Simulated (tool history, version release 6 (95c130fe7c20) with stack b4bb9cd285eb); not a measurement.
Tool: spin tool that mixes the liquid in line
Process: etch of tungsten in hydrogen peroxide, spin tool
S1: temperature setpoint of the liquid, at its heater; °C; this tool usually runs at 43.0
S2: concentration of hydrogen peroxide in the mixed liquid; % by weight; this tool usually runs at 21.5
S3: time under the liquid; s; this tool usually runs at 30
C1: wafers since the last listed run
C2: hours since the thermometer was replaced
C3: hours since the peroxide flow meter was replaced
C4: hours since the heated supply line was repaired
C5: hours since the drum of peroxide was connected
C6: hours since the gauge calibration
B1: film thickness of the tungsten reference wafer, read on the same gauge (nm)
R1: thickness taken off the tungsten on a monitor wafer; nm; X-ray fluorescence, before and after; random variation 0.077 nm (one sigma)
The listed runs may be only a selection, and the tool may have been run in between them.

run   hour    S1    S2  S3   C1      C2      C3      C4      C5     C6     B1     R1
  1    0.0  43.0  21.5  30    0  2626.4  1724.5  3237.4   995.6   21.3  40.01  15.65
  2   13.3  43.0  21.5  30  259  2639.7  1737.8  3250.7  1008.9   34.6  39.99  15.70
  3   19.5  43.0  21.5  30  120  2645.9  1744.0  3256.9  1015.1   40.8  39.99  15.63
  4   30.2  43.0  21.5  30  208  2656.6  1754.7  3267.6  1025.8   51.5  40.02  15.57
  5   36.9  43.0  21.5  30  130  2663.3  1761.4  3274.3  1032.5   58.2  40.00  15.55
  6   48.0  43.0  21.5  30  216  2674.4  1772.5  3285.4  1043.6   69.3  39.97  15.60
  7   64.6  43.0  21.5  30  323  2691.0  1789.1  3302.0  1060.2   85.9  39.99  15.49
  8  109.7  43.0  21.5  30  879  2736.1  1834.2  3347.1  1105.3  131.0  40.00  15.48
  9  120.4  43.0  21.5  30  208  2746.8  1844.9  3357.8  1116.0  141.7  40.00  15.35
     124.4  -- new drum of peroxide connected
 10  134.4  43.0  19.5  30  253  2760.8  1858.9  3371.8    10.0  155.7  39.98  14.56
 11  147.7  43.0  19.5  30  259  2774.1  1872.2  3385.1    23.3  169.0  40.00  14.69
 12  157.2  43.0  21.5  30  185  2783.6  1881.7  3394.6    32.8  178.5  39.99  15.45
     159.9  -- thermometer replaced
 13  168.1  43.0  21.5  45  193     8.2  1892.6  3405.5    43.7  189.4  39.99  27.75
     181.5  -- gauge calibrated
 14  185.7  47.5  21.5  15  343    25.8  1910.2  3423.1    61.3    4.2  40.02  12.23
 15  193.7  43.0  21.5  30  156    33.8  1918.2  3431.1    69.3   12.2  40.00  18.38
     201.1  -- heated supply line repaired
 16  208.3  35.0  21.5  15  265    48.4  1932.8     7.2    83.9   26.8  39.98   5.43
 17  217.3  43.0  15.5  30  175    57.4  1941.8    16.2    92.9   35.8  39.99  15.62
     222.1  -- peroxide flow meter replaced
 18  227.1  38.0  28.0  30  171    67.2     5.0    26.0   102.7   45.6  39.98  15.25
 19  243.7  40.0  18.5  30  323    83.8    21.6    42.6   119.3   62.2  39.98  13.94
 20  251.2  43.0  21.5  30  146    91.3    29.1    50.1   126.8   69.7  40.00  18.25
 21  268.3  35.0  21.5  15  333   108.4    46.2    67.2   143.9   86.8  40.02   5.42
 22  282.1  37.0  25.5  15  269   122.2    60.0    81.0   157.7  100.6  40.01   6.71
 23  298.4  43.0  25.5  20  317   138.5    76.3    97.3   174.0  116.9  40.01  13.25

How would selected steps in R1 from run to run divide? Give the signed amount a tool lacking its hidden state would still show from settings, what came in and random variation, and the signed amount left for the hidden state, including any gauge scatter that is not in both of the compared results.
What the log doesn't record here: liquid colder than its thermometer reads (K); peroxide flow above the setpoint (%); temperature lost on the way to the wafer (K); peroxide weaker than its label (%); gauge reads high (%).
Run 11 -> 12: S2 19.5 -> 21.5. R1 +0.76 nm: hidden state -0.16, all else +0.92.
Run 12 -> 13: S3 30 -> 45, thermometer replaced. R1 +12.30 nm: hidden state +2.98, all else +9.32.
Run 13 -> 14: S1 43.0 -> 47.5, S3 45 -> 15, gauge calibrated. R1 -15.52 nm: hidden state +0.10, all else -15.62.
Run 15 -> 16: S1 43.0 -> 35.0, S3 30 -> 15, heated supply line repaired. R1 -12.95 nm: hidden state +0.09, all else -13.04.
